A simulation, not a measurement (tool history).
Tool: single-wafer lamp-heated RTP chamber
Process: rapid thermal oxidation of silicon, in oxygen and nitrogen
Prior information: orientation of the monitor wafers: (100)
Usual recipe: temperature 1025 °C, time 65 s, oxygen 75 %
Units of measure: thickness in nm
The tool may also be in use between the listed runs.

| run | hour | temperature | time | oxygen | read-back reference wafer on the same gauge, thickness | thickness |
|---|---|---|---|---|---|---|
| 1 | 0.0 | 1025 | 65 | 75 | 5.707 | 6.621 |
|  | 131.9 | pyrometer window cleaned and pyrometer calibrated |
| 2 | 170.7 | 1025 | 65 | 54 | 5.701 | 5.605 |
| 3 | 241.9 | 1025 | 65 | 54 | 5.712 | 5.653 |
| 4 | 291.4 | 1025 | 65 | 54 | 5.700 | 5.742 |
| 5 | 375.5 | 1025 | 65 | 75 | 5.704 | 6.469 |
| 6 | 414.8 | 1025 | 65 | 75 | 5.700 | 6.527 |
| 7 | 468.0 | 1025 | 65 | 75 | 5.703 | 6.554 |
| 8 | 552.6 | 1025 | 65 | 75 | 5.702 | 6.559 |
| 9 | 642.0 | 1025 | 65 | 75 | 5.707 | 6.681 |
| 10 | 725.9 | 1025 | 65 | 75 | 5.697 | 6.729 |
|  | 763.5 | pyrometer window cleaned and pyrometer calibrated |
| 11 | 823.3 | 1025 | 65 | 75 | 5.703 | 6.314 |
| 12 | 901.8 | 1040 | 65 | 75 | 5.694 | 7.085 |
| 13 | 983.5 | 1040 | 65 | 75 | 5.708 | 7.118 |
| 14 | 1019.7 | 1032 | 65 | 75 | 5.702 | 6.742 |
| 15 | 1119.4 | 1032 | 65 | 75 | 5.697 | 6.830 |
|  | 1172.2 | gauge calibrated |
| 16 | 1268.3 | 1032 | 65 | 75 | 5.699 | 6.958 |
| 17 | 1333.9 | 1035 | 81 | 60 | 5.708 | 7.270 |
|  | 1424.0 | pyrometer window cleaned and pyrometer calibrated |
| 18 | 1424.5 | 1035 | 34 | 92 | 5.709 | 5.453 |
| 19 | 1515.1 | 997 | 51 | 75 | 5.710 | 4.680 |
|  | 1591.3 | oxygen flow controller replaced |
| 20 | 1602.5 | 1044 | 65 | 75 | 5.696 | 7.276 |
| 21 | 1695.8 | 1007 | 80 | 75 | 5.708 | 6.245 |
| 22 | 1778.2 | 1025 | 83 | 75 | 5.703 | 7.327 |
| 23 | 1846.6 | 1042 | 38 | 47 | 5.685 | 4.968 |
| 24 | 1942.4 | 1025 | 65 | 75 | 5.702 | 6.645 |
| 25 | 2043.4 | 1025 | 65 | 75 | 5.707 | 6.679 |
|  | 2082.0 | pyrometer window cleaned and pyrometer calibrated |
| 26 | 2121.9 | 1010 | 65 | 45 | 5.692 | 4.842 |
| 27 | 2227.4 | 999 | 83 | 92 | 5.696 | 6.431 |
| 28 | 2291.5 | 1011 | 65 | 95 | 5.714 | 6.347 |
| 29 | 2338.9 | 1025 | 53 | 75 | 5.704 | 5.951 |
| 30 | 2433.2 | 998 | 52 | 88 | 5.704 | 5.195 |
| 31 | 2478.0 | 1025 | 65 | 75 | 5.697 | 6.632 |
| 32 | 2558.8 | 1025 | 65 | 75 | 5.715 | 6.666 |
| 33 | 2615.4 | 1038 | 52 | 58 | 5.694 | 6.029 |
| 34 | 2661.9 | 1009 | 65 | 89 | 5.702 | 6.339 |
|  | 2683.7 | pyrometer window cleaned and pyrometer calibrated |
| 35 | 2764.6 | 1001 | 55 | 75 | 5.697 | 4.951 |
| 36 | 2812.6 | 1040 | 87 | 98 | 5.702 | 8.880 |

5 options for the next run, each taken on its own from the tool as it stands now. Forecast them:
| A | 2813.0 | 1025 | 65 | 59 | ? | ? |
| B | 2813.0 | 999 | 90 | 98 | ? | ? |
| C | 2813.0 | 1053 | 52 | 66 | ? | ? |
| D | 2813.0 | 1025 | 46 | 75 | ? | ? |
| E | 2813.0 | 1025 | 65 | 94 | ? | ? |

| run | read-back reference wafer on the same gauge, thickness | thickness |
|---|---|---|
| A | 5.696 | 5.816 |
| B | 5.696 | 6.669 |
| C | 5.696 | 6.650 |
| D | 5.696 | 5.438 |
| E | 5.696 | 6.855 |
Without the tool's hidden state the same runs would have given:
| run | thickness |
|---|---|
| A | 5.715 |
| B | 6.546 |
| C | 6.538 |
| D | 5.343 |
| E | 6.734 |

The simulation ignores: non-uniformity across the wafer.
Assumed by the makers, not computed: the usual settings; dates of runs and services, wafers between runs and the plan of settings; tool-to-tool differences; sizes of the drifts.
